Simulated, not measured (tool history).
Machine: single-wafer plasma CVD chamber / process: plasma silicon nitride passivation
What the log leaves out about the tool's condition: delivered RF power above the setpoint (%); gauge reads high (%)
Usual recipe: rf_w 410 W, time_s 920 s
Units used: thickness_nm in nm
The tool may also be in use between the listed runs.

run,hour,rf_w,time_s,wafers since the last listed run,hours since the last RF generator calibration,hours since the showerhead was replaced,hours since the gauge calibration,"read-back reference wafer on the same gauge, thickness_nm",thickness_nm
1,0,410,1042,0,225,6534.9,681.5,1359.768,1425.355
2,56.3,410,1042,86,281.3,6591.2,737.8,1359.824,1421.182
3,95.9,410,920,60,320.9,6630.8,777.4,1359.579,1256.095
4,156.4,410,920,92,381.4,6691.3,837.9,1360.254,1251.499
5,191.4,410,920,53,416.4,6726.3,872.9,1359.974,1247.802
6,237.4,380,920,70,462.4,6772.3,918.9,1360.476,1215.694
7,291.7,380,920,83,516.7,6826.6,973.2,1360.135,1217.039
8,353.8,380,920,95,578.8,6888.7,1035.3,1359.768,1209.124
9,378.9,410,801,38,603.9,6913.8,1060.4,1359.613,1082.894
10,445.8,410,801,102,670.8,6980.7,1127.3,1360.495,1081.396
11,494.5,410,920,74,719.5,7029.4,1176,1359.459,1243.249
12,518.7,410,920,37,743.7,7053.6,1200.2,1359.887,1246.145
13,573.5,410,920,84,798.5,7108.4,1255,1359.529,1246.357
14,599.3,390,920,39,824.3,7134.2,1280.8,1359.998,1227.718
15,644.1,390,920,68,869.1,7179,1325.6,1360.466,1213.354
16,715.1,360,873,108,940.1,7250,1396.6,1359.309,1120.775
17,747.4,410,920,49,972.4,7282.3,1428.9,1359.705,1239.86
# hour 757: showerhead replaced
18,789,410,920,51,1014,32,1470.5,1360.469,1244.552
19,858.4,435,801,106,1083.4,101.4,1539.9,1359.667,1104.727
20,904,445,866,69,1129,147,1585.5,1359.48,1199.709
21,964.6,455,795,92,1189.6,207.6,1646.1,1361.291,1108.45
22,1024.1,470,794,91,1249.1,267.1,1705.6,1359.185,1124.582
23,1053.9,485,1051,45,1278.9,296.9,1735.4,1361.001,1501.488
24,1086,435,753,49,1311,329,1767.5,1359.706,1036.965
25,1127.2,410,1036,63,1352.2,370.2,1808.7,1360.343,1388.574
# hour 1145.8: gauge calibrated
# hour 1149.2: RF generator calibrated
26,1184,410,920,74,34.8,427,38.2,1359.671,1269.207
27,1215.9,345,1024,48,66.7,458.9,70.1,1359.61,1323.741
28,1249.1,480,782,50,99.9,492.1,103.3,1359.246,1137.863
29,1299.2,410,840,76,150,542.2,153.4,1359.893,1158.174
30,1369.7,410,750,108,220.5,612.7,223.9,1360.152,1025.335
31,1428.3,385,998,89,279.1,671.3,282.5,1359.996,1330.779
32,1462,465,1008,51,312.8,705,316.2,1360.356,1446.146
33,1531.3,480,920,106,382.1,774.3,385.5,1359.857,1327.192
34,1581.1,455,847,76,431.9,824.1,435.3,1360.167,1197.849
35,1738.1,470,794,240,588.9,981.1,592.3,1360.277,1129.677
36,1780.4,410,920,64,631.2,1023.4,634.6,1360.052,1249.247

Give the tool's hidden conditions for every run:
gauge reads high (%): 0 across all the runs
H1: delivered RF power above the setpoint (%)
run,H1
1,-3.51
2,-4.06
3,-4.4
4,-4.88
5,-5.12
6,-5.42
7,-5.73
8,-6.04
9,-6.15
10,-6.42
11,-6.6
12,-6.68
13,-6.85
14,-6.92
15,-7.03
16,-7.19
17,-7.26
18,-7.33
19,-7.44
20,-7.51
21,-7.59
22,-7.65
23,-7.68
24,-7.71
25,-7.75
26,-1.09
27,-1.58
28,-2.05
29,-2.7
30,-3.5
31,-4.07
32,-4.37
33,-4.91
34,-5.26
35,-6.11
36,-6.3
